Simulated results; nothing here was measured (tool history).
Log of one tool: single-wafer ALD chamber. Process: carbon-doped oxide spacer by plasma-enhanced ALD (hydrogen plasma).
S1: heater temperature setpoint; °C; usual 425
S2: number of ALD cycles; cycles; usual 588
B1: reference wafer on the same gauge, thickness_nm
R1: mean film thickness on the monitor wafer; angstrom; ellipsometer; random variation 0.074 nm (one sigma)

| run | day | S1 | S2 | B1 | R1 |
|---|---|---|---|---|---|
| 1 | 0 | 425 | 588 | 26.391 | 298.5 |
| 2 | 0.567 | 425 | 588 | 26.384 | 297.51 |
| 3 | 0.871 | 425 | 588 | 26.391 | 297.45 |
| 4 | 1.288 | 425 | 588 | 26.325 | 296.89 |
| 5 | 1.654 | 425 | 588 | 26.391 | 296.61 |
| 6 | 2 | 425 | 588 | 26.335 | 298.04 |
| 7 | 2.621 | 425 | 588 | 26.33 | 297.37 |
| 8 | 4.504 | 425 | 588 | 26.309 | 296.38 |
| 9 | 4.817 | 425 | 588 | 26.271 | 297.29 |
| 10 | 5.475 | 425 | 588 | 26.298 | 297 |
| 11 | 5.958 | 425 | 588 | 26.295 | 295.81 |
| 12 | 6.262 | 425 | 563 | 26.236 | 283.25 |
| 13 | 6.608 | 425 | 563 | 26.245 | 282.38 |
| 14 | 7.008 | 425 | 563 | 26.218 | 284.77 |
| 15 | 7.604 | 425 | 588 | 26.206 | 295.53 |
| 16 | 7.904 | 425 | 588 | 26.179 | 295.45 |
|  | 8.229 | gauge calibrated |
| 17 | 8.292 | 425 | 665 | 26.333 | 336.93 |
| 18 | 9.129 | 425 | 552 | 26.326 | 280.12 |
| 19 | 9.746 | 425 | 588 | 26.346 | 297.96 |
| 20 | 10.325 | 435 | 655 | 26.326 | 317.99 |
| 21 | 10.712 | 425 | 692 | 26.312 | 349.94 |
| 22 | 11.396 | 431 | 696 | 26.328 | 345.41 |
|  | 12.075 | thermocouple changed; heater temperature recalibrated |
| 23 | 12.096 | 425 | 489 | 26.304 | 247.51 |
| 24 | 12.283 | 425 | 588 | 26.304 | 296.57 |
| 25 | 12.638 | 425 | 588 | 26.331 | 297.71 |
| 26 | 12.921 | 425 | 496 | 26.295 | 250.14 |
| 27 | 13.35 | 415 | 501 | 26.249 | 261.25 |
| 28 | 13.883 | 440 | 492 | 26.281 | 233.83 |
| 29 | 14.596 | 425 | 588 | 26.239 | 297.04 |
| 30 | 15.271 | 425 | 524 | 26.237 | 264.59 |
| 31 | 15.954 | 425 | 588 | 26.2 | 295.67 |

Some steps in R1 between neighbouring runs. How much of each would the tool show without its hidden state too (settings, what came in, random variation), and how much is left for the hidden state, with any gauge scatter that isn't in both results?
The hidden state here: wafer temperature above the value expected at the setpoint (K); gauge reads high (%).
Run 7 -> 8: no setting changed, nothing entered. R1 -0.99 angstrom: hidden state -0.53, all else -0.46.
Run 16 -> 17: S2 588 -> 665, gauge calibrated. R1 +41.48 angstrom: hidden state +1.86, all else +39.62.
Run 17 -> 18: S2 665 -> 552. R1 -56.81 angstrom: hidden state +0.1, all else -56.91.
Run 22 -> 23: S1 431 -> 425, S2 696 -> 489, thermocouple changed; heater temperature recalibrated. R1 -97.9 angstrom: hidden state +0.19, all else -98.09.
Run 28 -> 29: S1 440 -> 425, S2 492 -> 588. R1 +63.21 angstrom: hidden state -0.5, all else +63.71.

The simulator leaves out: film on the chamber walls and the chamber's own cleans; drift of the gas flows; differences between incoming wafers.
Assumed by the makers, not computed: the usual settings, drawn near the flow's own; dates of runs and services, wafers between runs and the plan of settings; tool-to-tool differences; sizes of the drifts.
